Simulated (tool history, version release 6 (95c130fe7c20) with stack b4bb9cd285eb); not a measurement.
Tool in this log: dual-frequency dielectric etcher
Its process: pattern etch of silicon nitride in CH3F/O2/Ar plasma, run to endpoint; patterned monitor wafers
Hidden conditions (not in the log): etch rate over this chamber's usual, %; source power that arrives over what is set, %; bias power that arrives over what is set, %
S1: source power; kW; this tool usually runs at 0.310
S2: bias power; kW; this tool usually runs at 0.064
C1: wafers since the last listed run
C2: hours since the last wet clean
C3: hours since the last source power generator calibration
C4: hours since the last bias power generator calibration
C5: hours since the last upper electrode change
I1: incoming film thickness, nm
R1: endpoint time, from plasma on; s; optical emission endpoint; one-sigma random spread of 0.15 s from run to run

run,hour,S1,S2,C1,C2,C3,C4,C5,I1,R1
1,0.0,0.310,0.064,0,286.7,1811.1,1604.5,2247.7,23.54,41.6
2,15.5,0.310,0.064,114,302.2,1826.6,1620.0,2263.2,23.81,42.0
3,34.9,0.260,0.060,143,321.6,1846.0,1639.4,2282.6,23.56,45.3
4,47.6,0.260,0.060,93,334.3,1858.7,1652.1,2295.3,23.87,45.7
5,60.7,0.310,0.064,96,347.4,1871.8,1665.2,2308.4,23.68,41.7
6,75.4,0.310,0.064,108,362.1,1886.5,1679.9,2323.1,23.86,42.2
7,124.8,0.310,0.064,365,411.5,1935.9,1729.3,2372.5,23.68,42.2
# hour 132.7: bias power generator calibrated
8,134.0,0.310,0.064,38,420.7,1945.1,1.3,2381.7,23.78,42.4
9,147.4,0.310,0.069,99,434.1,1958.5,14.7,2395.1,23.54,41.0
10,156.7,0.310,0.069,68,443.4,1967.8,24.0,2404.4,23.62,40.8
11,163.6,0.310,0.064,51,450.3,1974.7,30.9,2411.3,23.53,42.1
12,174.2,0.310,0.064,78,460.9,1985.3,41.5,2421.9,23.39,41.8
# hour 198.2: source power generator calibrated
# hour 199.4: wet clean of the chamber
13,199.9,0.370,0.052,151,0.5,1.7,67.2,2447.6,23.49,41.1
14,200.2,0.310,0.071,2,0.8,2.0,67.5,2447.9,23.81,39.2
15,209.3,0.290,0.064,67,9.9,11.1,76.6,2457.0,23.60,41.4
# hour 235.6: upper electrode replaced
16,236.1,0.310,0.064,20,36.7,37.9,103.4,0.5,23.73,40.9
17,236.5,0.310,0.064,2,37.1,38.3,103.8,0.9,23.70,40.6
18,240.4,0.330,0.064,28,41.0,42.2,107.7,4.8,23.75,40.1
19,251.7,0.370,0.053,83,52.3,53.5,119.0,16.1,23.66,40.9
20,260.0,0.360,0.070,61,60.6,61.8,127.3,24.4,23.47,36.9
21,268.0,0.310,0.053,59,68.6,69.8,135.3,32.4,23.75,43.9
22,279.2,0.310,0.052,82,79.8,81.0,146.5,43.6,23.58,44.0
23,292.0,0.260,0.070,94,92.6,93.8,159.3,56.4,23.55,41.5
24,298.1,0.390,0.077,45,98.7,99.9,165.4,62.5,23.45,35.1
25,304.2,0.310,0.064,45,104.8,106.0,171.5,68.6,23.69,41.0

Hidden state or all else? Some run-to-run changes of R1, split into what the settings, what came in and random variation would give without the hidden state, and what is left for the hidden state (with any gauge scatter that isn't in both results):
Run 3 -> 4: settings left as they were, no log entry in between. R1 +0.4 s: hidden state +0.2, all else +0.2.
Run 12 -> 13: S1 0.310 -> 0.370, S2 0.064 -> 0.052, source power generator calibrated, wet clean of the chamber. R1 -0.7 s: hidden state -1.7, all else +1.0.
Run 20 -> 21: S1 0.360 -> 0.310, S2 0.070 -> 0.053. R1 +7.0 s: hidden state +0.1, all else +6.9.
Run 23 -> 24: S1 0.260 -> 0.390, S2 0.070 -> 0.077. R1 -6.4 s: hidden state +0.1, all else -6.5.
